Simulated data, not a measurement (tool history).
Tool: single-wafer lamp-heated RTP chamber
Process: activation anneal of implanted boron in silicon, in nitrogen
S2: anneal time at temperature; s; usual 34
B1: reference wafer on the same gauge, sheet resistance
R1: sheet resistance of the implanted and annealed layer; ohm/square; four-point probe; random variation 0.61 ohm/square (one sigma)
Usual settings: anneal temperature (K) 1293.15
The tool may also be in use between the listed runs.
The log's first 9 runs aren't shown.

run 10 hour=490.5 | anneal_temperature_(K)=1293.15 S2=34 | B1=96.51 | R1=103.52
run 11 hour=561 | anneal_temperature_(K)=1293.15 S2=34 | B1=96.27 | R1=103.8
-- hour=609.8 reflector plate cleaned
run 12 hour=610.3 | anneal_temperature_(K)=1293.15 S2=30 | B1=96.14 | R1=103.83
run 13 hour=660.2 | anneal_temperature_(K)=1285.15 S2=50 | B1=95.89 | R1=102.71
run 14 hour=705.9 | anneal_temperature_(K)=1285.15 S2=50 | B1=95.83 | R1=102.35
run 15 hour=733.6 | anneal_temperature_(K)=1293.15 S2=34 | B1=95.67 | R1=102.08
run 16 hour=765.4 | anneal_temperature_(K)=1318.15 S2=50 | B1=95.54 | R1=93.63
-- hour=813.7 pyrometer window cleaned and pyrometer calibrated
run 17 hour=825 | anneal_temperature_(K)=1293.15 S2=34 | B1=95.5 | R1=103.38
run 18 hour=863 | anneal_temperature_(K)=1293.15 S2=34 | B1=95.36 | R1=102.05
-- hour=935.1 reflector plate cleaned
run 19 hour=1052.9 | anneal_temperature_(K)=1293.15 S2=18 | B1=94.68 | R1=104.16
run 20 hour=1091 | anneal_temperature_(K)=1270.15 S2=53 | B1=94.66 | R1=106.2
run 21 hour=1159.3 | anneal_temperature_(K)=1267.15 S2=42 | B1=94.39 | R1=107.87
run 22 hour=1229.6 | anneal_temperature_(K)=1321.15 S2=24 | B1=94.13 | R1=95.21
-- hour=1280.5 reflector plate cleaned
run 23 hour=1281 | anneal_temperature_(K)=1274.15 S2=19 | B1=93.99 | R1=108.61
-- hour=1294.6 gauge calibrated
run 24 hour=1329.7 | anneal_temperature_(K)=1271.15 S2=17 | B1=99.04 | R1=116.65
run 25 hour=1392.3 | anneal_temperature_(K)=1304.15 S2=19 | B1=98.87 | R1=106.29
run 26 hour=1421.9 | anneal_temperature_(K)=1293.15 S2=34 | B1=98.81 | R1=106.49
run 27 hour=1480.4 | anneal_temperature_(K)=1322.15 S2=25 | B1=98.63 | R1=99.95
run 28 hour=1546.8 | anneal_temperature_(K)=1293.15 S2=34 | B1=98.46 | R1=106.06
-- hour=1561.6 pyrometer window cleaned and pyrometer calibrated
run 29 hour=1590.8 | anneal_temperature_(K)=1268.15 S2=34 | B1=98.35 | R1=112.09
-- hour=1606.2 reflector plate cleaned
run 30 hour=1653.3 | anneal_temperature_(K)=1314.15 S2=53 | B1=98.19 | R1=97.56

Forecast each of these 3 alternatives for the next run:
run A hour=1653.7 | anneal_temperature_(K)=1293.15 S2=34 | B1=? | R1=?
run B hour=1653.7 | anneal_temperature_(K)=1264.15 S2=26 | B1=? | R1=?
run C hour=1653.7 | anneal_temperature_(K)=1266.15 S2=26 | B1=? | R1=?

run=A B1=97.97 R1=104.6
run=B B1=97.97 R1=115.83
run=C B1=97.97 R1=114.91
Without the tool's hidden state the same runs would have given:
run=A R1=106.61
run=B R1=118.05
run=C R1=117.11

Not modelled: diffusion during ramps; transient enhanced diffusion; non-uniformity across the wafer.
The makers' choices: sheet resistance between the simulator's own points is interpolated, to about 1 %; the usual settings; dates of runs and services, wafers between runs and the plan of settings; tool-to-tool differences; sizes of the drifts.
